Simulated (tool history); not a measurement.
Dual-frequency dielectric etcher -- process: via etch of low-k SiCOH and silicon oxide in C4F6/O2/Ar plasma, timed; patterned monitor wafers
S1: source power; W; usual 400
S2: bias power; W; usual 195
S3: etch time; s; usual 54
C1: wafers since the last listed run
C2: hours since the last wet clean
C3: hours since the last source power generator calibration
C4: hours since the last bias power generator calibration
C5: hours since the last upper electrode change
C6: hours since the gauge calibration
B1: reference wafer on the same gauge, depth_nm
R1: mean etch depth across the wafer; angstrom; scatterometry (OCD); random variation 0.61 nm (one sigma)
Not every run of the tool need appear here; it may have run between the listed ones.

Run 1, hour 0: usual settings but S2 216 W, S3 42 s; C1 0; C2 436.4; C3 2564.1; C4 3498.7; C5 4550; C6 360; B1 130.9. Result: R1 962 angstrom.
At hour 44.4: wet clean of the chamber.
Run 2, hour 44.9: usual settings but S2 216 W, S3 42 s; C1 305; C2 0.5; C3 2609; C4 3543.6; C5 4594.9; C6 404.9; B1 131. Result: R1 930 angstrom.
Run 3, hour 64.3: usual settings but S2 216 W, S3 42 s; C1 284; C2 19.9; C3 2628.4; C4 3563; C5 4614.3; C6 424.3; B1 130.9. Result: R1 939 angstrom.
Run 4, hour 122.1: usual settings; C1 846; C2 77.7; C3 2686.2; C4 3620.8; C5 4672.1; C6 482.1; B1 131.2. Result: R1 1181 angstrom.
Run 5, hour 188.3: usual settings; C1 969; C2 143.9; C3 2752.4; C4 3687; C5 4738.3; C6 548.3; B1 131. Result: R1 1193 angstrom.
Run 6, hour 230.4: usual settings; C1 616; C2 186; C3 2794.5; C4 3729.1; C5 4780.4; C6 590.4; B1 131.1. Result: R1 1195 angstrom.
Run 7, hour 325.4: usual settings; C1 1390; C2 281; C3 2889.5; C4 3824.1; C5 4875.4; C6 685.4; B1 131.2. Result: R1 1190 angstrom.
Run 8, hour 373: usual settings; C1 696; C2 328.6; C3 2937.1; C4 3871.7; C5 4923; C6 733; B1 130.9. Result: R1 1188 angstrom.
Run 9, hour 444.6: usual settings; C1 1048; C2 400.2; C3 3008.7; C4 3943.3; C5 4994.6; C6 804.6; B1 131.1. Result: R1 1184 angstrom.
At hour 517: upper electrode replaced, of another model than before.
Run 10, hour 517.5: usual settings; C1 715; C2 473.1; C3 3081.6; C4 4016.2; C5 0.5; C6 877.5; B1 131.1. Result: R1 1207 angstrom.
At hour 541.9: bias power generator calibrated.
At hour 547.5: wet clean of the chamber.
Run 11, hour 549.3: usual settings but S3 61 s; C1 324; C2 1.8; C3 3113.4; C4 7.4; C5 32.3; C6 909.3; B1 130.8. Result: R1 1326 angstrom.
Run 12, hour 603.8: usual settings but S3 61 s; C1 797; C2 56.3; C3 3167.9; C4 61.9; C5 86.8; C6 963.8; B1 131.1. Result: R1 1356 angstrom.
Run 13, hour 632.5: usual settings but S1 320 W; C1 420; C2 85; C3 3196.6; C4 90.6; C5 115.5; C6 992.5; B1 131.2. Result: R1 1157 angstrom.
Run 14, hour 703: usual settings but S1 320 W; C1 1032; C2 155.5; C3 3267.1; C4 161.1; C5 186; C6 1063; B1 130.8. Result: R1 1159 angstrom.
Run 15, hour 750.7: usual settings; C1 698; C2 203.2; C3 3314.8; C4 208.8; C5 233.7; C6 1110.7; B1 131. Result: R1 1198 angstrom.
Run 16, hour 786.9: usual settings but S1 480 W, S2 183 W, S3 39.5 s; C1 529; C2 239.4; C3 3351; C4 245; C5 269.9; C6 1146.9; B1 131.2. Result: R1 880 angstrom.
At hour 820.3: source power generator calibrated.
Run 17, hour 820.8: usual settings but S2 212 W, S3 41 s; C1 437; C2 273.3; C3 0.5; C4 278.9; C5 303.8; C6 1180.8; B1 130.8. Result: R1 920 angstrom.
At hour 885: gauge calibrated.
Run 18, hour 889.8: usual settings but S1 330 W, S2 234 W; C1 1010; C2 342.3; C3 69.5; C4 347.9; C5 372.8; C6 4.8; B1 131.1. Result: R1 1208 angstrom.
Run 19, hour 957.1: usual settings but S1 490 W, S2 213 W, S3 41.5 s; C1 985; C2 409.6; C3 136.8; C4 415.2; C5 440.1; C6 72.1; B1 131.2. Result: R1 961 angstrom.
Run 20, hour 1000.2: usual settings but S3 40 s; C1 630; C2 452.7; C3 179.9; C4 458.3; C5 483.2; C6 115.2; B1 131.1. Result: R1 884 angstrom.
Run 21, hour 1040.8: usual settings; C1 594; C2 493.3; C3 220.5; C4 498.9; C5 523.8; C6 155.8; B1 131. Result: R1 1211 angstrom.
Run 22, hour 1065.2: usual settings but S1 440 W, S2 236 W, S3 45 s; C1 357; C2 517.7; C3 244.9; C4 523.3; C5 548.2; C6 180.2; B1 131. Result: R1 1058 angstrom.
At hour 1089.7: wet clean of the chamber.
Run 23, hour 1091.4: usual settings; C1 32; C2 1.7; C3 271.1; C4 549.5; C5 574.4; C6 206.4; B1 131. Result: R1 1180 angstrom.
Run 24, hour 1158.8: usual settings but S1 470 W, S3 42 s; C1 986; C2 69.1; C3 338.5; C4 616.9; C5 641.8; C6 273.8; B1 131. Result: R1 941 angstrom.
Run 25, hour 1203.4: usual settings but S3 66 s; C1 652; C2 113.7; C3 383.1; C4 661.5; C5 686.4; C6 318.4; B1 131.1. Result: R1 1442 angstrom.
Run 26, hour 1242.3: usual settings but S2 216 W, S3 42 s; C1 569; C2 152.6; C3 422; C4 700.4; C5 725.3; C6 357.3; B1 130.8. Result: R1 948 angstrom.
Run 27, hour 1305.6: usual settings but S1 300 W, S2 173 W, S3 66.5 s; C1 926; C2 215.9; C3 485.3; C4 763.7; C5 788.6; C6 420.6; B1 131.1. Result: R1 1394 angstrom.
Run 28, hour 1357: usual settings but S1 360 W, S2 210 W; C1 752; C2 267.3; C3 536.7; C4 815.1; C5 840; C6 472; B1 131. Result: R1 1195 angstrom.

Branching from run 28: 5 alternative next runs. What would each branch give?
Run A, hour 1357.4: usual settings but S2 172 W; C1 5; C2 267.7; C3 537.1; C4 815.5; C5 840.4; C6 472.4; B1 ?. Result: R1 ?.
Run B, hour 1357.4: usual settings but S1 340 W, S2 168 W, S3 45 s; C1 5; C2 267.7; C3 537.1; C4 815.5; C5 840.4; C6 472.4; B1 ?. Result: R1 ?.
Run C, hour 1357.4: usual settings but S2 155 W; C1 5; C2 267.7; C3 537.1; C4 815.5; C5 840.4; C6 472.4; B1 ?. Result: R1 ?.
Run D, hour 1357.4: usual settings but S1 460 W, S2 171 W, S3 61.5 s; C1 5; C2 267.7; C3 537.1; C4 815.5; C5 840.4; C6 472.4; B1 ?. Result: R1 ?.
Run E, hour 1357.4: usual settings but S1 330 W, S2 219 W, S3 40.5 s; C1 5; C2 267.7; C3 537.1; C4 815.5; C5 840.4; C6 472.4; B1 ?. Result: R1 ?.

run     B1    R1
  A  131.2  1184
  B  131.2   962
  C  131.2  1167
  D  131.2  1374
  E  131.2   899
What these runs would have given with no unlogged condition in the tool:
run    R1
  A  1172
  B   953
  C  1155
  D  1360
  E   890
